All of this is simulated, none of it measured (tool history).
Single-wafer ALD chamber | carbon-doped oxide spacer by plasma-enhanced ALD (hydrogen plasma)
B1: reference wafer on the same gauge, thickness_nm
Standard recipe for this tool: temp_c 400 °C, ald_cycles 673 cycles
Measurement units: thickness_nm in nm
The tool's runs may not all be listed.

Run 1, day 0: usual settings; B1 32.696. Result: thickness_nm 32.736 nm.
Run 2, day 0.458: usual settings; B1 32.659. Result: thickness_nm 32.628 nm.
Run 3, day 0.738: usual settings; B1 32.722. Result: thickness_nm 32.744 nm.
Run 4, day 1.208: usual settings; B1 32.702. Result: thickness_nm 32.594 nm.
Run 5, day 1.575: usual settings; B1 32.709. Result: thickness_nm 32.641 nm.
Run 6, day 2.25: usual settings but temp_c 406 °C; B1 32.691. Result: thickness_nm 32.098 nm.
Run 7, day 2.683: usual settings but temp_c 406 °C; B1 32.685. Result: thickness_nm 32.155 nm.
Run 8, day 3.396: usual settings but temp_c 395 °C, ald_cycles 642 cycles; B1 32.678. Result: thickness_nm 31.198 nm.
Run 9, day 4.05: usual settings but ald_cycles 566 cycles; B1 32.706. Result: thickness_nm 27.569 nm.
Run 10, day 4.371: usual settings but ald_cycles 566 cycles; B1 32.693. Result: thickness_nm 27.508 nm.
Run 11, day 4.958: usual settings; B1 32.715. Result: thickness_nm 32.589 nm.
Run 12, day 5.683: usual settings; B1 32.666. Result: thickness_nm 32.549 nm.
Run 13, day 6.321: usual settings; B1 32.718. Result: thickness_nm 32.582 nm.
Run 14, day 7.062: usual settings but ald_cycles 585 cycles; B1 32.761. Result: thickness_nm 28.32 nm.
Run 15, day 7.438: usual settings; B1 32.696. Result: thickness_nm 32.62 nm.
Run 16, day 9.638: usual settings but ald_cycles 710 cycles; B1 32.713. Result: thickness_nm 34.443 nm.
Run 17, day 10.371: usual settings but ald_cycles 710 cycles; B1 32.67. Result: thickness_nm 34.446 nm.
Run 18, day 10.933: usual settings but temp_c 404 °C; B1 32.74. Result: thickness_nm 32.414 nm.
Run 19, day 11.512: usual settings; B1 32.703. Result: thickness_nm 32.702 nm.
Run 20, day 12.217: usual settings; B1 32.689. Result: thickness_nm 32.554 nm.
Run 21, day 12.483: usual settings; B1 32.684. Result: thickness_nm 32.733 nm.
Run 22, day 13.825: usual settings; B1 32.745. Result: thickness_nm 32.706 nm.
Run 23, day 14.162: usual settings; B1 32.706. Result: thickness_nm 32.717 nm.
Run 24, day 14.612: usual settings but temp_c 387 °C, ald_cycles 540 cycles; B1 32.639. Result: thickness_nm 26.218 nm.
Run 25, day 15.012: usual settings; B1 32.705. Result: thickness_nm 32.55 nm.
Run 26, day 15.542: usual settings; B1 32.666. Result: thickness_nm 32.73 nm.
Run 27, day 16.233: usual settings but temp_c 414 °C, ald_cycles 562 cycles; B1 32.718. Result: thickness_nm 26.402 nm.
Run 28, day 16.683: usual settings; B1 32.752. Result: thickness_nm 32.585 nm.
Run 29, day 17.083: usual settings but temp_c 396 °C; B1 32.708. Result: thickness_nm 32.708 nm.
Run 30, day 17.592: usual settings but temp_c 404 °C, ald_cycles 568 cycles; B1 32.695. Result: thickness_nm 27.149 nm.
Run 31, day 18.171: usual settings; B1 32.753. Result: thickness_nm 32.663 nm.
Run 32, day 18.671: usual settings but temp_c 395 °C, ald_cycles 747 cycles; B1 32.681. Result: thickness_nm 36.28 nm.
Run 33, day 19.388: usual settings but temp_c 386 °C, ald_cycles 739 cycles; B1 32.708. Result: thickness_nm 35.641 nm.
Run 34, day 21.317: usual settings but temp_c 392 °C, ald_cycles 563 cycles; B1 32.698. Result: thickness_nm 27.175 nm.
Run 35, day 21.854: usual settings but temp_c 413 °C, ald_cycles 599 cycles; B1 32.7. Result: thickness_nm 28.179 nm.
Run 36, day 22.458: usual settings but ald_cycles 788 cycles; B1 32.737. Result: thickness_nm 38.256 nm.
Run 37, day 23.196: usual settings but temp_c 415 °C, ald_cycles 731 cycles; B1 32.679. Result: thickness_nm 34.038 nm.
Run 38, day 23.467: usual settings but temp_c 409 °C, ald_cycles 635 cycles; B1 32.683. Result: thickness_nm 30.082 nm.
Run 39, day 24.8: usual settings but ald_cycles 755 cycles; B1 32.713. Result: thickness_nm 36.5 nm.
Run 40, day 25.221: usual settings; B1 32.671. Result: thickness_nm 32.603 nm.
Run 41, day 25.796: usual settings but ald_cycles 627 cycles; B1 32.7. Result: thickness_nm 30.375 nm.
Run 42, day 26.058: usual settings but temp_c 407 °C, ald_cycles 725 cycles; B1 32.717. Result: thickness_nm 34.404 nm.
Run 43, day 26.571: usual settings but temp_c 411 °C, ald_cycles 577 cycles; B1 32.68. Result: thickness_nm 27.281 nm.
Run 44, day 26.921: usual settings but temp_c 412 °C, ald_cycles 800 cycles; B1 32.725. Result: thickness_nm 37.472 nm.
Run 45, day 27.617: usual settings but temp_c 412 °C, ald_cycles 800 cycles; B1 32.711. Result: thickness_nm 37.736 nm.
Run 46, day 28.204: usual settings but temp_c 410 °C, ald_cycles 778 cycles; B1 32.673. Result: thickness_nm 36.8 nm.

Not shown: 2 entries that the log had between the listed runs. Between which runs, and how does the tool's hidden state differ before and after?
From run 15 to run 16: thermocouple changed; heater temperature recalibrated (day 9.075)
  no hidden state differs between the two runs
From run 25 to run 26: gauge calibrated (day 15.446)
  no hidden state differs between the two runs
